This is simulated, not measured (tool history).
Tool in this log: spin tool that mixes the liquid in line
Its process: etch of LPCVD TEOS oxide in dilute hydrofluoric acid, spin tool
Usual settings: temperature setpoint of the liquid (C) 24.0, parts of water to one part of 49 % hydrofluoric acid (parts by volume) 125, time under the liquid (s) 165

| run | day | temperature setpoint of the liquid (C) | parts of water to one part of 49 % hydrofluoric acid (parts by volume) | time under the liquid (s) | wafers since the last listed run | hours since the thermometer was replaced | hours since the hydrofluoric acid flow meter was replaced | hours since the gauge calibration | read-back film thickness of the LPCVD TEOS oxide reference wafer, read on the same gauge (nm) | thickness taken off the LPCVD TEOS oxide on a monitor wafer (nm) |
|---|---|---|---|---|---|---|---|---|---|---|
| 1 | 0.000 | 24.0 | 125 | 165 | 0 | 465.8 | 1013.0 | 655.8 | 140.84 | 35.82 |
|  | 2.212 | hydrofluoric acid flow meter replaced |
| 2 | 2.642 | 24.0 | 125 | 165 | 276 | 529.2 | 10.3 | 719.2 | 141.22 | 35.32 |
| 3 | 6.962 | 24.0 | 125 | 165 | 459 | 632.9 | 114.0 | 822.9 | 141.94 | 35.57 |
| 4 | 8.829 | 24.0 | 125 | 165 | 198 | 677.7 | 158.8 | 867.7 | 142.27 | 36.58 |
| 5 | 10.567 | 24.0 | 125 | 165 | 184 | 719.4 | 200.5 | 909.4 | 142.61 | 36.17 |
| 6 | 12.625 | 26.5 | 125 | 130 | 218 | 768.8 | 249.9 | 958.8 | 143.01 | 31.05 |
| 7 | 15.800 | 26.5 | 125 | 130 | 337 | 845.0 | 326.1 | 1035.0 | 143.69 | 31.80 |
| 8 | 17.446 | 26.5 | 125 | 130 | 174 | 884.5 | 365.6 | 1074.5 | 144.06 | 31.41 |
|  | 18.129 | thermometer replaced |
| 9 | 21.167 | 24.0 | 125 | 165 | 390 | 72.9 | 454.9 | 1163.8 | 144.97 | 36.71 |
| 10 | 24.633 | 24.0 | 125 | 165 | 368 | 156.1 | 538.1 | 1247.0 | 145.85 | 36.72 |
| 11 | 26.771 | 24.0 | 125 | 165 | 227 | 207.4 | 589.4 | 1298.3 | 146.43 | 36.82 |
|  | 27.900 | gauge calibrated |
| 12 | 30.167 | 24.0 | 110 | 75 | 360 | 288.9 | 670.9 | 54.4 | 140.31 | 18.71 |
| 13 | 32.871 | 27.5 | 100 | 225 | 287 | 353.8 | 735.8 | 119.3 | 140.37 | 72.16 |
| 14 | 34.904 | 28.0 | 180 | 165 | 216 | 402.6 | 784.6 | 168.1 | 140.44 | 26.76 |
| 15 | 36.621 | 20.5 | 150 | 165 | 182 | 443.8 | 825.8 | 209.3 | 140.49 | 25.17 |
| 16 | 40.246 | 20.0 | 125 | 195 | 385 | 530.8 | 912.8 | 296.3 | 140.70 | 35.73 |
|  | 41.596 | hydrofluoric acid flow meter replaced |
| 17 | 42.133 | 25.5 | 105 | 115 | 196 | 576.1 | 12.9 | 341.6 | 140.80 | 32.20 |
| 18 | 45.888 | 24.0 | 125 | 165 | 398 | 666.2 | 103.0 | 431.7 | 141.11 | 35.91 |
| 19 | 48.262 | 24.0 | 125 | 210 | 252 | 723.2 | 160.0 | 488.7 | 141.36 | 44.39 |
|  | 48.708 | thermometer replaced |
| 20 | 51.150 | 24.0 | 185 | 70 | 302 | 58.6 | 229.3 | 558.0 | 141.68 | 9.70 |
| 21 | 54.167 | 24.0 | 90 | 80 | 320 | 131.0 | 301.7 | 630.4 | 142.08 | 25.29 |
| 22 | 57.275 | 24.0 | 125 | 210 | 330 | 205.6 | 376.3 | 705.0 | 142.53 | 46.79 |
| 23 | 63.229 | 25.5 | 175 | 120 | 632 | 348.5 | 519.2 | 847.9 | 143.50 | 18.79 |

Take each entry between the runs: how does the hidden state at the last listed run before it differ from the hidden state at the first listed run after it?
Logged between run 1 and run 2: hydrofluoric acid flow meter replaced (day 2.212)
  gauge reads high (%): 0.595 -> 0.873
  measured result minus the result with no hidden state, thickness taken off the LPCVD TEOS oxide on a monitor wafer (nm): +0.21 -> +0.31
Logged between run 8 and run 9: thermometer replaced (day 18.129)
  gauge reads high (%): 2.9 -> 3.54
  measured result minus the result with no hidden state, thickness taken off the LPCVD TEOS oxide on a monitor wafer (nm): +0.88 -> +1.26
Logged between run 11 and run 12: gauge calibrated (day 27.900)
  gauge reads high (%): 4.59 -> 0.221
  measured result minus the result with no hidden state, thickness taken off the LPCVD TEOS oxide on a monitor wafer (nm): +1.62 -> +0.04
Logged between run 16 and run 17: hydrofluoric acid flow meter replaced (day 41.596)
  gauge reads high (%): 0.491 -> 0.583
  measured result minus the result with no hidden state, thickness taken off the LPCVD TEOS oxide on a monitor wafer (nm): +0.17 -> +0.18
Logged between run 19 and run 20: thermometer replaced (day 48.708)
  gauge reads high (%): 0.973 -> 1.2
  measured result minus the result with no hidden state, thickness taken off the LPCVD TEOS oxide on a monitor wafer (nm): +0.42 -> +0.12
